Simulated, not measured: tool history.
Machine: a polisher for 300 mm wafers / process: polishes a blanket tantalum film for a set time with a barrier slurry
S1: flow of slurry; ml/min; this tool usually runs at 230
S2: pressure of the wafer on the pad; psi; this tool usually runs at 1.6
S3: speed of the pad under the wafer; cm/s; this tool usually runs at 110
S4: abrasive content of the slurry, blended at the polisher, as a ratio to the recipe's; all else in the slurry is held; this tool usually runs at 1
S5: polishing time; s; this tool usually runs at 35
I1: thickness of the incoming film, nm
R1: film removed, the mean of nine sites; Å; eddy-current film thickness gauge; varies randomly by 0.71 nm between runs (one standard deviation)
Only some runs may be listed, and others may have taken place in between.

run	hour	S1	S2	S3	S4	S5	I1	R1
1	0	230	1.6	110	1	35	464.1	613
2	112.3	230	2.1	110	1	35	458.4	787
# hour 138.3: head pressure recalibrated
3	244	230	1.6	110	1	35	460.2	574
4	308.4	230	1.6	110	1	35	465	565
# hour 347: slurry blender recalibrated
5	373.3	230	1.6	110	1	35	455.6	605
# hour 414.2: worn pad replaced by a new one
6	424.1	180	1.6	110	1	35	464.6	582
7	462	180	1.6	110	1	35	452.8	585
8	513.8	230	1.6	110	1	35	465.5	595
# hour 529.9: slurry nozzle cleaned
9	604.4	205	1	110	1	35	462.2	370
10	711.2	260	1.4	110	1	35	464.2	527
11	754.7	230	1.6	110	1	35	456	606
12	819.1	230	1.6	110	1	35	459	602
13	861.3	230	1.8	98	1	27	456.1	472
# hour 974: head pressure recalibrated
14	1101.5	200	1.6	110	1.1	35	457.7	573
# hour 1121: slurry blender recalibrated
15	1183.9	230	1.2	110	1.2	42	460.6	570
16	1235.2	230	1.6	110	1	35	466.9	582
# hour 1239.4: worn pad replaced by a new one
# hour 1292.8: slurry nozzle cleaned
17	1337.8	230	1.6	110	0.75	35	457.8	537
18	1381.4	250	1.1	110	1	35	456.6	416
19	1418.4	190	1.6	134	1	35	456.5	702
20	1457.1	230	1.1	94	1	26	453	268
21	1502.7	230	1.6	144	1	35	462.2	771
22	1566.2	210	1.6	94	1	45	458.2	666
23	1606.1	230	1.6	110	1.3	35	469.6	649
24	1705.6	260	1.6	126	1.25	31	451.1	652
# hour 1804.7: head pressure recalibrated
25	1887	230	2.1	110	1.15	35	459.5	803
# hour 1919.6: slurry blender recalibrated
26	1924.2	230	1.6	110	1	30	458.3	524
# hour 1999: slurry nozzle cleaned
# hour 2004.4: worn pad replaced by a new one
27	2017.4	160	1.6	110	1	35	454.8	587
28	2095.7	230	1.6	110	1	47	455.1	814
29	2185	230	1.9	110	1.2	30	451.5	647
30	2263.6	230	1.8	98	1	27	458.2	469
31	2371.3	230	2	110	1	35	456.9	760

Below, some changes in R1 between adjacent runs. For each, the amount present without the hidden state too (settings, incoming material, random variation) and the amount remaining for the hidden state with gauge scatter not shared by both compared results:
Hidden state at play: removal rate lost through wear of the pad, %; slurry flow missing at the pad, %; deviation of the head's pressure from its setpoint, %; abrasive missing from the slurry, %.
Run 2 -> 3: S2 2.1 -> 1.6, head pressure recalibrated. R1 -213 Å: hidden state -42, all else -171.
Run 19 -> 20: S1 190 -> 230, S2 1.6 -> 1.1, S3 134 -> 94, S5 35 -> 26. R1 -434 Å: hidden state +2, all else -436.
Run 20 -> 21: S2 1.1 -> 1.6, S3 94 -> 144, S5 26 -> 35. R1 +503 Å: hidden state -1, all else +504.
Run 24 -> 25: S1 260 -> 230, S2 1.6 -> 2.1, S3 126 -> 110, S4 1.25 -> 1.15, S5 31 -> 35, head pressure recalibrated. R1 +151 Å: hidden state -38, all else +189.
Run 25 -> 26: S2 2.1 -> 1.6, S4 1.15 -> 1, S5 35 -> 30, slurry blender recalibrated. R1 -279 Å: hidden state +34, all else -313.
Run 30 -> 31: S2 1.8 -> 2, S3 98 -> 110, S5 27 -> 35. R1 +291 Å: hidden state +2, all else +289.
